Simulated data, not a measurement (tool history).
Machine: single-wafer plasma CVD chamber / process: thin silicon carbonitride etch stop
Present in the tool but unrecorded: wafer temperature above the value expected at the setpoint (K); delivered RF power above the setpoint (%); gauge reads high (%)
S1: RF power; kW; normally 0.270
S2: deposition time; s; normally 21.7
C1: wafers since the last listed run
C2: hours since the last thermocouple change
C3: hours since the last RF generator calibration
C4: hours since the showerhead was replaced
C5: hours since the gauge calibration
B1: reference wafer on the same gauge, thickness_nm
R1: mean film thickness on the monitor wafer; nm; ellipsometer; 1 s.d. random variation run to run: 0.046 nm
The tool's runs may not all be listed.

{"run": 1, "hour": 0.0, "S1": 0.27, "S2": 21.7, "C1": 0, "C2": 637.4, "C3": 1033.2, "C4": 1963.4, "C5": 1316.1, "B1": 14.803, "R1": 13.41}
{"run": 2, "hour": 47.4, "S1": 0.27, "S2": 18.7, "C1": 1770, "C2": 684.8, "C3": 1080.6, "C4": 2010.8, "C5": 1363.5, "B1": 14.799, "R1": 11.586}
{"run": 3, "hour": 154.8, "S1": 0.27, "S2": 18.7, "C1": 4012, "C2": 792.2, "C3": 1188.0, "C4": 2118.2, "C5": 1470.9, "B1": 14.788, "R1": 11.539}
{"run": 4, "hour": 201.4, "S1": 0.27, "S2": 19.5, "C1": 1740, "C2": 838.8, "C3": 1234.6, "C4": 2164.8, "C5": 1517.5, "B1": 14.798, "R1": 12.031}
{"run": 5, "hour": 274.9, "S1": 0.27, "S2": 19.5, "C1": 2745, "C2": 912.3, "C3": 1308.1, "C4": 2238.3, "C5": 1591.0, "B1": 14.81, "R1": 12.047}
{"run": 6, "hour": 352.7, "S1": 0.25, "S2": 21.7, "C1": 2906, "C2": 990.1, "C3": 1385.9, "C4": 2316.1, "C5": 1668.8, "B1": 14.819, "R1": 12.996}
{"run": 7, "hour": 389.7, "S1": 0.25, "S2": 21.7, "C1": 1382, "C2": 1027.1, "C3": 1422.9, "C4": 2353.1, "C5": 1705.8, "B1": 14.806, "R1": 13.039}
{"run": 8, "hour": 452.3, "S1": 0.27, "S2": 21.7, "C1": 2338, "C2": 1089.7, "C3": 1485.5, "C4": 2415.7, "C5": 1768.4, "B1": 14.825, "R1": 13.485}
{"run": 9, "hour": 507.8, "S1": 0.27, "S2": 23.7, "C1": 2073, "C2": 1145.2, "C3": 1541.0, "C4": 2471.2, "C5": 1823.9, "B1": 14.784, "R1": 14.586}
{"run": 10, "hour": 613.9, "S1": 0.27, "S2": 23.7, "C1": 3963, "C2": 1251.3, "C3": 1647.1, "C4": 2577.3, "C5": 1930.0, "B1": 14.811, "R1": 14.657}
{"hour": 670.9, "done": "gauge calibrated"}
{"run": 11, "hour": 678.5, "S1": 0.27, "S2": 21.7, "C1": 2413, "C2": 1315.9, "C3": 1711.7, "C4": 2641.9, "C5": 7.6, "B1": 14.804, "R1": 13.379}
{"run": 12, "hour": 752.9, "S1": 0.27, "S2": 21.7, "C1": 2779, "C2": 1390.3, "C3": 1786.1, "C4": 2716.3, "C5": 82.0, "B1": 14.8, "R1": 13.315}
{"run": 13, "hour": 813.9, "S1": 0.27, "S2": 21.7, "C1": 2278, "C2": 1451.3, "C3": 1847.1, "C4": 2777.3, "C5": 143.0, "B1": 14.789, "R1": 13.335}
{"run": 14, "hour": 905.7, "S1": 0.27, "S2": 21.7, "C1": 3429, "C2": 1543.1, "C3": 1938.9, "C4": 2869.1, "C5": 234.8, "B1": 14.807, "R1": 13.433}
{"hour": 920.4, "done": "RF generator calibrated"}
{"run": 15, "hour": 953.4, "S1": 0.27, "S2": 18.7, "C1": 1483, "C2": 1590.8, "C3": 33.0, "C4": 2916.8, "C5": 282.5, "B1": 14.785, "R1": 11.942}
{"run": 16, "hour": 1059.7, "S1": 0.27, "S2": 21.7, "C1": 3970, "C2": 1697.1, "C3": 139.3, "C4": 3023.1, "C5": 388.8, "B1": 14.781, "R1": 13.855}
{"run": 17, "hour": 1159.0, "S1": 0.29, "S2": 19.8, "C1": 3709, "C2": 1796.4, "C3": 238.6, "C4": 3122.4, "C5": 488.1, "B1": 14.796, "R1": 12.834}
{"run": 18, "hour": 1219.9, "S1": 0.27, "S2": 23.7, "C1": 2274, "C2": 1857.3, "C3": 299.5, "C4": 3183.3, "C5": 549.0, "B1": 14.793, "R1": 15.015}

Predict the results of run 19:
{"hour": 1245.8, "done": "showerhead replaced"}
{"run": 19, "hour": 1302.0, "S1": 0.235, "S2": 23.2, "C1": 2768, "C2": 1939.4, "C3": 381.6, "C4": 56.2, "C5": 631.1, "B1": "?", "R1": "?"}

{"run 19": {"B1": 14.781, "R1": 13.892}}
The same run, on a tool lacking any hidden state, would have yielded R1 14.090 nm.
